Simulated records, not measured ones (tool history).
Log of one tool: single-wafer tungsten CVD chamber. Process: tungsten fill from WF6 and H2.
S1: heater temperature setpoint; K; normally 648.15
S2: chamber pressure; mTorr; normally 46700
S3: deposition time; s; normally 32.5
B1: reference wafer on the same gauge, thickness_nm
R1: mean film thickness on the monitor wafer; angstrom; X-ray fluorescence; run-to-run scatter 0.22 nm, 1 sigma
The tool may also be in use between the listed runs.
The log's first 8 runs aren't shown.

run,day,S1,S2,S3,B1,R1
# day 31.012: gauge calibrated
9,32.196,648.15,46700,32.5,63.200,697.21
10,34.158,648.15,46700,32.5,63.094,692.94
11,37.992,648.15,46700,32.5,62.853,689.08
12,40.642,648.15,46700,32.5,62.668,686.98
13,43.462,648.15,46700,32.5,62.540,690.64
14,45.962,648.15,46700,32.5,62.422,688.50
15,47.662,648.15,46700,32.5,62.371,687.00
# day 48.858: showerhead replaced
16,51.296,648.15,46700,29.4,62.255,620.61
17,53.758,654.15,46700,32.5,62.125,784.73
18,55.867,648.15,46700,32.5,62.152,683.59
# day 57.538: capacitance manometer re-zeroed and calibrated
19,59.392,648.15,41500,32.5,61.959,629.75
# day 59.825: thermocouple changed; heater temperature recalibrated
20,63.579,658.15,46700,32.5,61.913,842.40
21,66.062,648.15,55400,32.5,61.843,758.60
22,69.133,633.15,38500,32.5,61.773,422.34
23,72.817,642.15,46700,30.5,61.735,560.69
24,77.117,648.15,46700,32.5,61.629,676.11
25,79.383,655.15,40800,36.2,61.669,801.86
26,82.842,648.15,46700,32.5,61.631,679.78
27,86.308,642.15,43500,37.1,61.597,646.38
28,90.325,635.15,51700,36.4,61.556,604.59
29,91.967,658.15,36300,32.5,61.604,698.71
30,94.146,655.15,40400,34.6,61.573,760.65

Consider 5 possible next runs. They are alternatives, not a sequence: every one starts from the tool as it was left by run 30. What does each give?
A,94.162,648.15,46700,32.5,?,?
B,94.162,648.15,46700,35.8,?,?
C,94.162,648.15,46700,29.0,?,?
D,94.162,648.15,54400,32.5,?,?
E,94.162,662.15,46700,34.9,?,?

run,B1,R1
A,61.581,677.82
B,61.581,746.92
C,61.581,604.56
D,61.581,746.34
E,61.581,982.51
Without the tool's hidden state the same runs would have given:
run,R1
A,697.10
B,768.16
C,621.74
D,767.56
E,1010.45
